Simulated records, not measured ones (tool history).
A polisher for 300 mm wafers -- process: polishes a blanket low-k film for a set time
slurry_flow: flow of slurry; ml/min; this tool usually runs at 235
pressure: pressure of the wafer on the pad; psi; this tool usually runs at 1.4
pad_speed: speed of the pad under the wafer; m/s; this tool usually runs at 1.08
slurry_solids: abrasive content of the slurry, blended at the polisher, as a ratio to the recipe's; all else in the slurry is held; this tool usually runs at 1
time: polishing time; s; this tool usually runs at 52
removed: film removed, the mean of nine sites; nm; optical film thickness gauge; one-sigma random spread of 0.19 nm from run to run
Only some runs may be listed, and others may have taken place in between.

run,day,slurry_flow,pressure,pad_speed,slurry_solids,time,"incoming thickness of the incoming film, nm",removed
1,0,235,1.4,1.08,1,52,512.7,15.1
# day 0.321: conditioning disc replaced and pad reconditioned
2,0.438,235,1.4,1.08,1,52,511.3,16.7
# day 1.012: worn pad replaced by a new one
3,1.033,235,1.4,0.9,1,40,512.8,11.3
4,1.65,235,1.2,0.96,1,65,509.5,16.2
5,1.988,235,1.4,0.92,0.9,52,513.2,13.8
6,2.412,235,1.4,1.42,0.85,52,516.7,18.5
7,2.996,275,1.1,1.42,1,69,512.5,21.1
# day 3.379: slurry blender recalibrated
8,3.512,175,1.4,0.72,1,57,512.7,13
# day 4.025: slurry nozzle cleaned
9,4.046,235,1.4,1.08,1.25,52,503.5,18.8
# day 4.183: head pressure recalibrated
10,4.746,235,1.4,1.08,1,52,514,16.6
11,5.421,235,1.4,1.08,1,43,507.4,13.4
# day 7.433: worn pad replaced by a new one
12,7.533,235,1.4,0.72,1,52,506.8,12.2
13,7.838,175,1.7,1.08,1.1,52,507.9,20.1
14,8.271,235,1.4,1.08,0.8,38,511.7,10.4
15,8.683,235,1.4,1.08,1.1,52,509.6,17
16,9.092,275,1.4,1.3,0.7,62,506.3,17.2
17,9.762,235,1.4,1.08,1,52,511.9,15.7
18,10.5,235,1.4,1.38,1,52,510,19.4
19,11.038,235,1.4,1.08,0.75,52,515.1,13.3
20,11.712,310,1,1.44,1,42,500.4,12
21,12.046,235,1.4,1.08,1,52,510.1,16.1
22,12.733,235,1.4,1.08,1,52,516.2,16.1
23,13.471,205,1.4,1.08,1,52,502.8,15.4
# day 13.912: worn pad replaced by a new one
24,14.021,235,1.6,1.08,0.85,59,503.9,18.4
25,14.629,235,1.8,1.08,1,45,506,17.5
26,15.242,235,1.2,1.22,1,52,515.8,14.7

Branching from run 26: 4 alternative next runs. What would each branch give?
A,15.258,235,1.4,0.9,1,52,510.8,?
B,15.258,235,1.4,0.98,1,68,510.8,?
C,15.258,235,1.8,1.08,1,63,510.8,?
D,15.258,295,1.4,0.84,1,52,510.8,?

run,removed
A,13.8
B,19.2
C,24.2
D,13.5
Without the tool's unlogged condition, the same runs would have read:
run,removed
A,14.4
B,20
C,25.6
D,14

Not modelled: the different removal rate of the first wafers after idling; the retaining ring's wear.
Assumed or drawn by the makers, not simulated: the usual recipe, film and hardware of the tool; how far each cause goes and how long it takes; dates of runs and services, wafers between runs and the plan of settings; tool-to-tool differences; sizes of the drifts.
